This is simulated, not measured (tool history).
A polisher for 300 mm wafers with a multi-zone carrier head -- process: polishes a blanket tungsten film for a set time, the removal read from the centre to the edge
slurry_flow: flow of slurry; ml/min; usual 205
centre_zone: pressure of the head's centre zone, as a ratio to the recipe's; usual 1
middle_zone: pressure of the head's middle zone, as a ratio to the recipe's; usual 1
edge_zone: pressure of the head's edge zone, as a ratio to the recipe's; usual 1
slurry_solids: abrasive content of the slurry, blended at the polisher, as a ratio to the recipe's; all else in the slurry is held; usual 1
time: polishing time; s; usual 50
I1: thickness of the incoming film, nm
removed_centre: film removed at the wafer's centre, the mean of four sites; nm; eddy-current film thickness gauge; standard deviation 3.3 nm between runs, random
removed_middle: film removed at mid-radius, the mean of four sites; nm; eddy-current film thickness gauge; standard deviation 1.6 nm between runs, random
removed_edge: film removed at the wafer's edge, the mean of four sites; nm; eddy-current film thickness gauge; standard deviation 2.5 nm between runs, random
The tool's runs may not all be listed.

run 1 day=0 | slurry_flow=205 centre_zone=1 middle_zone=1 edge_zone=1 slurry_solids=1 time=50 | I1=682.8 | removed_centre=256.5 removed_middle=255.6 removed_edge=259.4
run 2 day=1.383 | slurry_flow=265 centre_zone=1 middle_zone=1 edge_zone=1 slurry_solids=1 time=41 | I1=680.9 | removed_centre=219.2 removed_middle=216.5 removed_edge=217
run 3 day=2.717 | slurry_flow=205 centre_zone=1 middle_zone=1 edge_zone=1 slurry_solids=1 time=50 | I1=681.9 | removed_centre=264 removed_middle=255.2 removed_edge=255.8
-- day=3.904 worn pad replaced by a new one
run 4 day=4.496 | slurry_flow=205 centre_zone=1 middle_zone=1 edge_zone=1 slurry_solids=1 time=50 | I1=684.8 | removed_centre=255.7 removed_middle=254.5 removed_edge=260.9
run 5 day=6.412 | slurry_flow=205 centre_zone=1 middle_zone=1 edge_zone=1 slurry_solids=1 time=43 | I1=687.4 | removed_centre=220.1 removed_middle=219.9 removed_edge=226.2
-- day=7.017 edge zone pressure recalibrated
run 6 day=9.1 | slurry_flow=205 centre_zone=1 middle_zone=0.94 edge_zone=1 slurry_solids=1 time=58 | I1=694.1 | removed_centre=298.2 removed_middle=280.3 removed_edge=298
run 7 day=10.271 | slurry_flow=205 centre_zone=1 middle_zone=1 edge_zone=1 slurry_solids=1 time=50 | I1=680 | removed_centre=263.7 removed_middle=254.8 removed_edge=260.9
-- day=10.704 centre zone pressure recalibrated
run 8 day=12.096 | slurry_flow=175 centre_zone=1 middle_zone=1 edge_zone=1 slurry_solids=1 time=50 | I1=693.6 | removed_centre=250.5 removed_middle=254.9 removed_edge=254.3
run 9 day=14.179 | slurry_flow=205 centre_zone=1 middle_zone=1 edge_zone=1 slurry_solids=1 time=50 | I1=681 | removed_centre=261.3 removed_middle=257 removed_edge=259.9
-- day=14.85 carrier head's membrane replaced by a new one
run 10 day=16.433 | slurry_flow=245 centre_zone=1 middle_zone=1 edge_zone=1 slurry_solids=1 time=50 | I1=676 | removed_centre=266.8 removed_middle=260.5 removed_edge=267.8
run 11 day=18.721 | slurry_flow=205 centre_zone=1 middle_zone=1 edge_zone=1 slurry_solids=1 time=50 | I1=683.6 | removed_centre=263.8 removed_middle=255.7 removed_edge=257
-- day=20.233 slurry nozzle cleaned
run 12 day=20.883 | slurry_flow=205 centre_zone=1.05 middle_zone=1 edge_zone=1 slurry_solids=1.25 time=63 | I1=681.7 | removed_centre=363.1 removed_middle=343.1 removed_edge=348.5
-- day=22.633 worn pad replaced by a new one
run 13 day=23.438 | slurry_flow=205 centre_zone=1 middle_zone=0.93 edge_zone=1.12 slurry_solids=1 time=50 | I1=697.2 | removed_centre=259.2 removed_middle=238.5 removed_edge=273.5
run 14 day=26.317 | slurry_flow=205 centre_zone=1.06 middle_zone=1 edge_zone=1 slurry_solids=1 time=50 | I1=684 | removed_centre=270.2 removed_middle=254.9 removed_edge=259.2
-- day=28.758 centre zone pressure recalibrated
-- day=28.858 edge zone pressure recalibrated
run 15 day=29.258 | slurry_flow=205 centre_zone=1 middle_zone=1.11 edge_zone=1 slurry_solids=0.9 time=50 | I1=683 | removed_centre=250.7 removed_middle=272.7 removed_edge=255.1
run 16 day=31.929 | slurry_flow=225 centre_zone=1.04 middle_zone=1.05 edge_zone=1 slurry_solids=1 time=41 | I1=700 | removed_centre=221.2 removed_middle=220.1 removed_edge=216.2
run 17 day=33.812 | slurry_flow=205 centre_zone=0.93 middle_zone=1 edge_zone=1 slurry_solids=1 time=50 | I1=697 | removed_centre=244.6 removed_middle=255.5 removed_edge=259.2
run 18 day=36.233 | slurry_flow=205 centre_zone=1 middle_zone=0.94 edge_zone=1 slurry_solids=1 time=50 | I1=702.7 | removed_centre=258.7 removed_middle=242.1 removed_edge=259.8
run 19 day=37.238 | slurry_flow=205 centre_zone=1 middle_zone=1 edge_zone=1 slurry_solids=1 time=50 | I1=686.9 | removed_centre=262.7 removed_middle=255 removed_edge=257.1
run 20 day=38.412 | slurry_flow=205 centre_zone=1 middle_zone=1 edge_zone=1 slurry_solids=1 time=50 | I1=687.9 | removed_centre=259.9 removed_middle=257.4 removed_edge=257.2
-- day=38.733 slurry nozzle cleaned
run 21 day=40.125 | slurry_flow=205 centre_zone=1 middle_zone=1 edge_zone=1 slurry_solids=1 time=50 | I1=688.6 | removed_centre=256.2 removed_middle=254.5 removed_edge=260.8
-- day=41.7 worn pad replaced by a new one
run 22 day=42.375 | slurry_flow=205 centre_zone=1 middle_zone=1 edge_zone=0.96 slurry_solids=0.8 time=40 | I1=698.2 | removed_centre=198.3 removed_middle=194.4 removed_edge=193.9

What the log doesn't show, run by run:
removal rate lost through wear of the pad, %: 0 across all the runs
slurry flow missing at the pad, %: 0 across all the runs
deviation of the centre zone's pressure from its setpoint, %: 0 across all the runs
deviation of the edge zone's pressure from its setpoint, %: 0 across all the runs
